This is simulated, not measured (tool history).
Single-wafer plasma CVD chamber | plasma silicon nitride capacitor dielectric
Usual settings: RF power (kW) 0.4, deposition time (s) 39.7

| run | hour | RF power (kW) | deposition time (s) | wafers since the last listed run | hours since the last RF generator calibration | hours since the showerhead was replaced | hours since the gauge calibration | read-back reference wafer on the same gauge, thickness_nm | mean film thickness on the monitor wafer (Å) |
|---|---|---|---|---|---|---|---|---|---|
| 1 | 0 | 0.435 | 39.7 | 0 | 710.7 | 3811 | 139.7 | 56.901 | 550.85 |
| 2 | 27.9 | 0.435 | 39.7 | 696 | 738.6 | 3838.9 | 167.6 | 56.895 | 550.09 |
| 3 | 61.4 | 0.435 | 39.7 | 836 | 772.1 | 3872.4 | 201.1 | 56.892 | 550.47 |
| 4 | 97.3 | 0.4 | 37.1 | 896 | 808 | 3908.3 | 237 | 56.892 | 506.8 |
| 5 | 124.4 | 0.4 | 39.7 | 676 | 835.1 | 3935.4 | 264.1 | 56.902 | 543.5 |
| 6 | 152.3 | 0.4 | 39.7 | 696 | 863 | 3963.3 | 292 | 56.925 | 541.24 |
| 7 | 164.8 | 0.4 | 39.7 | 312 | 875.5 | 3975.8 | 304.5 | 56.898 | 541.35 |
| 8 | 197.4 | 0.4 | 39.7 | 813 | 908.1 | 4008.4 | 337.1 | 56.892 | 540.79 |
|  | 217.1 | gauge calibrated |
| 9 | 218 | 0.4 | 39.7 | 514 | 928.7 | 4029 | 0.9 | 56.889 | 541.71 |
| 10 | 247.4 | 0.4 | 39.7 | 733 | 958.1 | 4058.4 | 30.3 | 56.893 | 542.05 |
| 11 | 267 | 0.4 | 39.7 | 489 | 977.7 | 4078 | 49.9 | 56.907 | 540.77 |
| 12 | 287.9 | 0.325 | 39.7 | 521 | 998.6 | 4098.9 | 70.8 | 56.892 | 521.02 |
|  | 305.3 | showerhead replaced |
| 13 | 310.5 | 0.34 | 36.9 | 364 | 1021.2 | 5.2 | 93.4 | 56.92 | 487.5 |
| 14 | 334.8 | 0.32 | 39.7 | 606 | 1045.5 | 29.5 | 117.7 | 56.917 | 518.98 |
| 15 | 364.2 | 0.4 | 39.7 | 733 | 1074.9 | 58.9 | 147.1 | 56.911 | 539.78 |
| 16 | 389.1 | 0.455 | 45.6 | 621 | 1099.8 | 83.8 | 172 | 56.914 | 636.02 |
| 17 | 423.9 | 0.44 | 33.4 | 868 | 1134.6 | 118.6 | 206.8 | 56.889 | 463.65 |
|  | 444.4 | RF generator calibrated |
| 18 | 444.9 | 0.465 | 32.2 | 324 | 0.5 | 139.6 | 227.8 | 56.884 | 457.69 |
| 19 | 476.6 | 0.46 | 34.8 | 791 | 32.2 | 171.3 | 259.5 | 56.933 | 492.79 |
| 20 | 498.7 | 0.4 | 39.7 | 551 | 54.3 | 193.4 | 281.6 | 56.907 | 546.91 |
| 21 | 512.8 | 0.38 | 37.2 | 351 | 68.4 | 207.5 | 295.7 | 56.885 | 507.14 |
| 22 | 525.6 | 0.4 | 39.7 | 319 | 81.2 | 220.3 | 308.5 | 56.897 | 547.14 |
| 23 | 556.8 | 0.335 | 46.6 | 778 | 112.4 | 251.5 | 339.7 | 56.901 | 620.61 |

5 ways to go on from here, each from the tool as it stands after run 23. What would each give?
| A | 557.2 | 0.47 | 39.7 | 9 | 112.8 | 251.9 | 340.1 | ? | ? |
| B | 557.2 | 0.37 | 47.5 | 9 | 112.8 | 251.9 | 340.1 | ? | ? |
| C | 557.2 | 0.47 | 42.5 | 9 | 112.8 | 251.9 | 340.1 | ? | ? |
| D | 557.2 | 0.4 | 46.7 | 9 | 112.8 | 251.9 | 340.1 | ? | ? |
| E | 557.2 | 0.45 | 36.8 | 9 | 112.8 | 251.9 | 340.1 | ? | ? |

| run | read-back reference wafer on the same gauge, thickness_nm | mean film thickness on the monitor wafer (Å) |
|---|---|---|
| A | 56.886 | 564.17 |
| B | 56.886 | 644.17 |
| C | 56.886 | 603.96 |
| D | 56.886 | 642.77 |
| E | 56.886 | 518.38 |
Without the tool's hidden state the same runs would have given:
| run | mean film thickness on the monitor wafer (Å) |
|---|---|
| A | 564.95 |
| B | 645.06 |
| C | 604.8 |
| D | 643.66 |
| E | 519.1 |
